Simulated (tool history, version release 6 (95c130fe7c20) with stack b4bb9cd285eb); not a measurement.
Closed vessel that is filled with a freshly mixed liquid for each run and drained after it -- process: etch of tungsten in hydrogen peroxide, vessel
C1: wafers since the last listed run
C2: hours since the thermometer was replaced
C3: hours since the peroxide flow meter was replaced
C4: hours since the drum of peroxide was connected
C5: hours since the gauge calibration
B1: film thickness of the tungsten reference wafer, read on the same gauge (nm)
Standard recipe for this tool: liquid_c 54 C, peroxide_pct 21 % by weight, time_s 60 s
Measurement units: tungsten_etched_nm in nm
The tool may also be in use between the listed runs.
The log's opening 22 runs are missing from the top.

run 23 hour=520.4 | liquid_c=54 peroxide_pct=21 time_s=60 | C1=2800 C2=250.9 C3=283.3 C4=254.2 C5=50.7 | B1=70.02 | tungsten_etched_nm=89.47
run 24 hour=543.8 | liquid_c=54 peroxide_pct=23 time_s=35 | C1=2184 C2=274.3 C3=306.7 C4=277.6 C5=74.1 | B1=70 | tungsten_etched_nm=55.19
run 25 hour=574 | liquid_c=54 peroxide_pct=14.5 time_s=90 | C1=2819 C2=304.5 C3=336.9 C4=307.8 C5=104.3 | B1=70.01 | tungsten_etched_nm=113.46
run 26 hour=590.6 | liquid_c=45 peroxide_pct=26 time_s=60 | C1=1549 C2=321.1 C3=353.5 C4=324.4 C5=120.9 | B1=69.98 | tungsten_etched_nm=57.9
run 27 hour=627.6 | liquid_c=54 peroxide_pct=21 time_s=80 | C1=3454 C2=358.1 C3=390.5 C4=361.4 C5=157.9 | B1=70 | tungsten_etched_nm=121.3
run 28 hour=651.1 | liquid_c=45 peroxide_pct=21 time_s=60 | C1=2193 C2=381.6 C3=414 C4=384.9 C5=181.4 | B1=70 | tungsten_etched_nm=51.76
run 29 hour=685.5 | liquid_c=47.5 peroxide_pct=24.5 time_s=30 | C1=3211 C2=416 C3=448.4 C4=419.3 C5=215.8 | B1=70.01 | tungsten_etched_nm=33.09
run 30 hour=709.9 | liquid_c=61 peroxide_pct=17 time_s=90 | C1=2277 C2=440.4 C3=472.8 C4=443.7 C5=240.2 | B1=69.99 | tungsten_etched_nm=184.81

Alternative continuations, all from the tool just after run 30; predict every row:
run A hour=710.6 | liquid_c=54 peroxide_pct=21 time_s=60 | C1=65 C2=441.1 C3=473.5 C4=444.4 C5=240.9 | B1=? | tungsten_etched_nm=?
run B hour=710.6 | liquid_c=61.5 peroxide_pct=23 time_s=85 | C1=65 C2=441.1 C3=473.5 C4=444.4 C5=240.9 | B1=? | tungsten_etched_nm=?
run C hour=710.6 | liquid_c=46 peroxide_pct=17 time_s=75 | C1=65 C2=441.1 C3=473.5 C4=444.4 C5=240.9 | B1=? | tungsten_etched_nm=?
run D hour=710.6 | liquid_c=61.5 peroxide_pct=15.5 time_s=75 | C1=65 C2=441.1 C3=473.5 C4=444.4 C5=240.9 | B1=? | tungsten_etched_nm=?

run=A B1=70 tungsten_etched_nm=90.94
run=B B1=70 tungsten_etched_nm=208.77
run=C B1=70 tungsten_etched_nm=62.72
run=D B1=70 tungsten_etched_nm=151.22
The same runs, with their run-to-run variation unchanged, on a tool lacking any hidden condition would have given:
run=A tungsten_etched_nm=90.94
run=B tungsten_etched_nm=208.77
run=C tungsten_etched_nm=62.72
run=D tungsten_etched_nm=151.22
